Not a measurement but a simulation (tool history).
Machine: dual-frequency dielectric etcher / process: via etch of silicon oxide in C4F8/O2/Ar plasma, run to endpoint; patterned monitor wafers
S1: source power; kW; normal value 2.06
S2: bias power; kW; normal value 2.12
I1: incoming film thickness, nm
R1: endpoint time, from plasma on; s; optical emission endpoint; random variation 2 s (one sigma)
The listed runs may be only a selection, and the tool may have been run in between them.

run     day    S1     S2      I1     R1
  1       0  2.06  1.781  1067.4  246.1
  2   0.571  2.06  1.781  1065.6    248
  3   1.225  2.06  1.781  1075.5  250.4
  4   2.025  2.06  1.777  1071.9  248.5
      3.588  -- wet clean of the chamber
  5   3.608  2.06  1.777  1063.5  234.2
  6   3.625  2.06   2.12  1055.5  221.9
  7   4.879  2.06   2.12  1073.4  228.6
  8   6.075  1.89  1.721  1067.6  250.5
  9   6.875  2.06   2.12  1062.1  224.4
      8.388  -- bias power generator calibrated
 10  11.108  2.06   2.12  1071.8  228.9
     12.029  -- source power generator calibrated
     12.608  -- upper electrode replaced, of another model than before
 11  12.629  2.27  2.538  1063.6  208.8
 12  13.012  2.33  2.333  1056.5  210.3
 13  13.867  2.27   2.12  1060.4  220.2
 14  17.754  2.38  1.768  1065.8  224.8
       19.9  -- wet clean of the chamber
 15  20.833  2.06   2.12  1064.3  227.1
 16  22.121   1.6  1.637  1063.4  286.5
 17  22.788  2.06  1.777  1061.9  235.5
 18  24.246  2.06   2.12    1070  229.4
 19  25.742  2.21  1.766    1068  229.7

What would each run have given without the hidden state, its run-to-run variation left as it was?
Hidden state present: etch rate over this chamber's usual, %; source power that arrives over what is set, %; bias power that arrives over what is set, %.
run     R1
  1  234.7
  2  236.1
  3  237.8
  4  235.3
  5  233.3
  6    221
  7  226.7
  8  247.4
  9    221
 10  222.1
 11  201.5
 12  202.7
 13  211.5
 14    213
 15  225.2
 16  282.8
 17  231.9
 18  224.8
 19  223.9
